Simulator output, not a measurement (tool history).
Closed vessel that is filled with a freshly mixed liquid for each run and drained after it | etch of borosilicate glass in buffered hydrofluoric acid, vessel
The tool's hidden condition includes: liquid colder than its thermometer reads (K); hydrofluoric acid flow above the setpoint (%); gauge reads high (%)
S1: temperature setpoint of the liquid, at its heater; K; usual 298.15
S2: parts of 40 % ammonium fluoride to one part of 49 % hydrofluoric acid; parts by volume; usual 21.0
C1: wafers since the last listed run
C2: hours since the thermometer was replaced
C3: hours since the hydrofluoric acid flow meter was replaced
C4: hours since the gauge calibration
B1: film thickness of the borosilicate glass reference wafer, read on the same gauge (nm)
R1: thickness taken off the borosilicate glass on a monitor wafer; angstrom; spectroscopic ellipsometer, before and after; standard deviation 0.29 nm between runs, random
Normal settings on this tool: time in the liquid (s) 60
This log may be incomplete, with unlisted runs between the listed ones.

{"run": 1, "hour": 0.0, "S1": 298.15, "S2": 21.0, "time in the liquid (s)": 60, "C1": 0, "C2": 2356.0, "C3": 372.5, "C4": 431.8, "B1": 30.0, "R1": 381.6}
{"run": 2, "hour": 26.9, "S1": 298.15, "S2": 21.0, "time in the liquid (s)": 60, "C1": 2770, "C2": 2382.9, "C3": 399.4, "C4": 458.7, "B1": 30.02, "R1": 380.8}
{"hour": 60.5, "done": "gauge calibrated"}
{"run": 3, "hour": 97.0, "S1": 298.15, "S2": 21.0, "time in the liquid (s)": 60, "C1": 7220, "C2": 2453.0, "C3": 469.5, "C4": 36.5, "B1": 30.02, "R1": 382.3}
{"run": 4, "hour": 164.3, "S1": 298.15, "S2": 21.0, "time in the liquid (s)": 60, "C1": 6932, "C2": 2520.3, "C3": 536.8, "C4": 103.8, "B1": 30.0, "R1": 386.5}
{"run": 5, "hour": 232.5, "S1": 298.15, "S2": 21.0, "time in the liquid (s)": 60, "C1": 7024, "C2": 2588.5, "C3": 605.0, "C4": 172.0, "B1": 29.99, "R1": 383.4}
{"run": 6, "hour": 293.2, "S1": 298.15, "S2": 21.0, "time in the liquid (s)": 60, "C1": 6252, "C2": 2649.2, "C3": 665.7, "C4": 232.7, "B1": 30.0, "R1": 386.9}
{"run": 7, "hour": 326.3, "S1": 298.15, "S2": 21.0, "time in the liquid (s)": 60, "C1": 3409, "C2": 2682.3, "C3": 698.8, "C4": 265.8, "B1": 30.02, "R1": 384.7}
{"run": 8, "hour": 353.6, "S1": 298.15, "S2": 21.0, "time in the liquid (s)": 60, "C1": 2811, "C2": 2709.6, "C3": 726.1, "C4": 293.1, "B1": 30.0, "R1": 388.3}
{"run": 9, "hour": 393.5, "S1": 298.15, "S2": 14.5, "time in the liquid (s)": 60, "C1": 4109, "C2": 2749.5, "C3": 766.0, "C4": 333.0, "B1": 30.01, "R1": 556.3}
{"run": 10, "hour": 434.9, "S1": 298.15, "S2": 14.5, "time in the liquid (s)": 60, "C1": 4264, "C2": 2790.9, "C3": 807.4, "C4": 374.4, "B1": 29.99, "R1": 547.2}
{"hour": 444.6, "done": "thermometer replaced"}
{"run": 11, "hour": 482.7, "S1": 298.15, "S2": 13.0, "time in the liquid (s)": 85, "C1": 4820, "C2": 38.1, "C3": 855.2, "C4": 422.2, "B1": 30.01, "R1": 864.0}
{"run": 12, "hour": 553.6, "S1": 298.15, "S2": 16.0, "time in the liquid (s)": 60, "C1": 7302, "C2": 109.0, "C3": 926.1, "C4": 493.1, "B1": 29.98, "R1": 496.6}
{"hour": 589.1, "done": "gauge calibrated"}
{"run": 13, "hour": 612.3, "S1": 296.65, "S2": 24.0, "time in the liquid (s)": 35, "C1": 6046, "C2": 167.7, "C3": 984.8, "C4": 23.2, "B1": 29.98, "R1": 188.8}
{"run": 14, "hour": 653.5, "S1": 298.15, "S2": 21.0, "time in the liquid (s)": 60, "C1": 4243, "C2": 208.9, "C3": 1026.0, "C4": 64.4, "B1": 29.99, "R1": 384.8}
{"hour": 681.7, "done": "hydrofluoric acid flow meter replaced"}
{"run": 15, "hour": 684.0, "S1": 298.15, "S2": 24.0, "time in the liquid (s)": 60, "C1": 3038, "C2": 239.4, "C3": 2.3, "C4": 94.9, "B1": 30.0, "R1": 348.9}
{"run": 16, "hour": 755.0, "S1": 293.15, "S2": 17.5, "time in the liquid (s)": 95, "C1": 7313, "C2": 310.4, "C3": 73.3, "C4": 165.9, "B1": 30.01, "R1": 545.4}
{"run": 17, "hour": 784.7, "S1": 301.15, "S2": 25.0, "time in the liquid (s)": 75, "C1": 3059, "C2": 340.1, "C3": 103.0, "C4": 195.6, "B1": 30.0, "R1": 497.6}
{"run": 18, "hour": 853.5, "S1": 298.15, "S2": 28.0, "time in the liquid (s)": 60, "C1": 7086, "C2": 408.9, "C3": 171.8, "C4": 264.4, "B1": 30.0, "R1": 313.3}
{"run": 19, "hour": 885.2, "S1": 303.15, "S2": 21.0, "time in the liquid (s)": 35, "C1": 3265, "C2": 440.6, "C3": 203.5, "C4": 296.1, "B1": 30.0, "R1": 291.3}
{"run": 20, "hour": 923.8, "S1": 298.15, "S2": 14.5, "time in the liquid (s)": 60, "C1": 3975, "C2": 479.2, "C3": 242.1, "C4": 334.7, "B1": 30.02, "R1": 546.0}

Forecast each of these 4 alternatives for the next run:
{"run": "A", "hour": 924.5, "S1": 298.15, "S2": 27.5, "time in the liquid (s)": 60, "C1": 72, "C2": 479.9, "C3": 242.8, "C4": 335.4, "B1": "?", "R1": "?"}
{"run": "B", "hour": 924.5, "S1": 296.15, "S2": 21.0, "time in the liquid (s)": 90, "C1": 72, "C2": 479.9, "C3": 242.8, "C4": 335.4, "B1": "?", "R1": "?"}
{"run": "C", "hour": 924.5, "S1": 293.15, "S2": 25.0, "time in the liquid (s)": 60, "C1": 72, "C2": 479.9, "C3": 242.8, "C4": 335.4, "B1": "?", "R1": "?"}
{"run": "D", "hour": 924.5, "S1": 293.65, "S2": 21.0, "time in the liquid (s)": 70, "C1": 72, "C2": 479.9, "C3": 242.8, "C4": 335.4, "B1": "?", "R1": "?"}

run=A B1=29.99 R1=319.5
run=B B1=29.99 R1=518.5
run=C B1=29.99 R1=259.9
run=D B1=29.99 R1=351.8
Without the tool's hidden state the same runs would have given:
run=A R1=319.5
run=B R1=518.5
run=C R1=259.9
run=D R1=351.8

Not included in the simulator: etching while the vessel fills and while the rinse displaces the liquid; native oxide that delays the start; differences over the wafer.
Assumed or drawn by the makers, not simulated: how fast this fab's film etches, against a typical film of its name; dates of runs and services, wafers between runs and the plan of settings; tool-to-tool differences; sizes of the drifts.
